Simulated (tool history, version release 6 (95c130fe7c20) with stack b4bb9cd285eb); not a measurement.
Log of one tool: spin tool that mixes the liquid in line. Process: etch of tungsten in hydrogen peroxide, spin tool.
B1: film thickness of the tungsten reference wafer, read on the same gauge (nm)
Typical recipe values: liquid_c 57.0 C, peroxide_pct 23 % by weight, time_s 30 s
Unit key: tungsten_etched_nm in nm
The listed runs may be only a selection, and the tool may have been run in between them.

Run 1, hour 0.0: usual settings; B1 40.00. Result: tungsten_etched_nm 56.68 nm.
Run 2, hour 14.9: usual settings; B1 40.01. Result: tungsten_etched_nm 56.93 nm.
At hour 16.5: gauge calibrated.
Run 3, hour 26.0: usual settings; B1 40.00. Result: tungsten_etched_nm 56.88 nm.
Run 4, hour 32.7: usual settings; B1 40.01. Result: tungsten_etched_nm 57.23 nm.
Run 5, hour 46.1: usual settings; B1 40.03. Result: tungsten_etched_nm 56.56 nm.
At hour 52.9: heated supply line repaired.
At hour 55.3: peroxide flow meter replaced.
Run 6, hour 56.2: usual settings; B1 40.00. Result: tungsten_etched_nm 50.29 nm.
Run 7, hour 69.9: usual settings but liquid_c 65.0 C, time_s 20 s; B1 40.00. Result: tungsten_etched_nm 53.70 nm.

Expected results for the next run?
At hour 82.8: heated supply line repaired, repeated, since the last time left the tool worse.
Run 8, hour 83.3: usual settings but liquid_c 65.5 C, peroxide_pct 19 % by weight; B1 ?. Result: tungsten_etched_nm ?.

{"run 8": {"B1": 39.99, "tungsten_etched_nm": 97.0}}
Take away the tool's hidden state, keep the run-to-run variation as it was, and the same run would have given tungsten_etched_nm 99.96 nm.

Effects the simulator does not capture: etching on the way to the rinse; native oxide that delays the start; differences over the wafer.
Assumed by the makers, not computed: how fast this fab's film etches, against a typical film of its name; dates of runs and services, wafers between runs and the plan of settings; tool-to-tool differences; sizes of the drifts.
